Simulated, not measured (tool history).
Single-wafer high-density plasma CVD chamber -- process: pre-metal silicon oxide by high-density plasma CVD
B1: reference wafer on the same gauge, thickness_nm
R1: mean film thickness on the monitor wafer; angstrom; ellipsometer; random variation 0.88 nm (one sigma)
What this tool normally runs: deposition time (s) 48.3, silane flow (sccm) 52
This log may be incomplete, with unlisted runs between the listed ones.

Run 1, hour 0.0: usual settings but silane flow (sccm) 46; B1 201.947. Result: R1 2133.89 angstrom.
Run 2, hour 81.1: usual settings but silane flow (sccm) 46; B1 201.782. Result: R1 2149.19 angstrom.
Run 3, hour 171.2: usual settings but deposition time (s) 42.3; B1 202.017. Result: R1 2117.73 angstrom.
Run 4, hour 250.3: usual settings but deposition time (s) 42.3; B1 202.033. Result: R1 2127.02 angstrom.
Run 5, hour 286.6: usual settings; B1 201.866. Result: R1 2432.86 angstrom.
Run 6, hour 327.3: usual settings but deposition time (s) 52.8, silane flow (sccm) 50; B1 202.244. Result: R1 2540.35 angstrom.
Run 7, hour 430.7: usual settings but deposition time (s) 52.8, silane flow (sccm) 50; B1 201.730. Result: R1 2551.02 angstrom.
Run 8, hour 525.8: usual settings but deposition time (s) 52.8, silane flow (sccm) 50; B1 201.898. Result: R1 2553.89 angstrom.
Run 9, hour 585.6: usual settings; B1 201.884. Result: R1 2435.17 angstrom.
Run 10, hour 626.7: usual settings; B1 201.849. Result: R1 2438.40 angstrom.
Run 11, hour 683.1: usual settings; B1 201.732. Result: R1 2445.08 angstrom.
Run 12, hour 781.1: usual settings; B1 201.838. Result: R1 2435.67 angstrom.
Run 13, hour 827.1: usual settings but deposition time (s) 55.8, silane flow (sccm) 55; B1 201.859. Result: R1 3011.17 angstrom.
Run 14, hour 904.9: usual settings but deposition time (s) 55.8, silane flow (sccm) 55; B1 201.933. Result: R1 2979.13 angstrom.
At hour 960.7: gauge calibrated.
Run 15, hour 967.5: usual settings but deposition time (s) 52.3, silane flow (sccm) 48; B1 201.926. Result: R1 2449.41 angstrom.
Run 16, hour 1022.0: usual settings but deposition time (s) 40.4, silane flow (sccm) 60; B1 201.986. Result: R1 2378.44 angstrom.
Run 17, hour 1087.8: usual settings but deposition time (s) 44.8, silane flow (sccm) 62; B1 202.182. Result: R1 2704.22 angstrom.
Run 18, hour 1136.7: usual settings; B1 201.830. Result: R1 2448.53 angstrom.
Run 19, hour 1186.2: usual settings but silane flow (sccm) 44; B1 202.096. Result: R1 2091.10 angstrom.
Run 20, hour 1273.3: usual settings but deposition time (s) 40.0, silane flow (sccm) 48; B1 202.216. Result: R1 1898.88 angstrom.
Run 21, hour 1359.7: usual settings but deposition time (s) 40.0; B1 201.750. Result: R1 2043.89 angstrom.
Run 22, hour 1412.3: usual settings but silane flow (sccm) 47; B1 202.038. Result: R1 2230.85 angstrom.
Run 23, hour 1487.2: usual settings; B1 202.066. Result: R1 2477.21 angstrom.
At hour 1544.7: silane flow controller replaced.
Run 24, hour 1590.4: usual settings; B1 201.951. Result: R1 2401.36 angstrom.
Run 25, hour 1693.2: usual settings but deposition time (s) 38.7, silane flow (sccm) 58; B1 201.818. Result: R1 2161.26 angstrom.
Run 26, hour 1930.3: usual settings but deposition time (s) 39.3, silane flow (sccm) 57; B1 201.947. Result: R1 2154.53 angstrom.
Run 27, hour 2012.7: usual settings but deposition time (s) 55.9, silane flow (sccm) 62; B1 202.034. Result: R1 3329.77 angstrom.
Run 28, hour 2072.0: usual settings but deposition time (s) 43.9, silane flow (sccm) 58; B1 201.830. Result: R1 2452.60 angstrom.
Run 29, hour 2128.0: usual settings but deposition time (s) 52.7, silane flow (sccm) 58; B1 201.905. Result: R1 2946.08 angstrom.

Each run again, without the hidden state but with its own random variation kept:
Hidden conditions of the tool in this case: delivered silane flow above the setpoint (%); gauge reads high (%).
run       R1
  1  2124.07
  2  2136.39
  3  2101.94
  4  2108.37
  5  2410.06
  6  2514.84
  7  2521.05
  8  2519.88
  9  2400.35
 10  2401.90
 11  2406.22
 12  2393.06
 13  2956.24
 14  2921.02
 15  2399.15
 16  2327.54
 17  2643.48
 18  2391.60
 19  2040.82
 20  1850.56
 21  1989.05
 22  2169.13
 23  2405.71
 24  2404.02
 25  2159.90
 26  2144.61
 27  3309.84
 28  2435.50
 29  2922.80
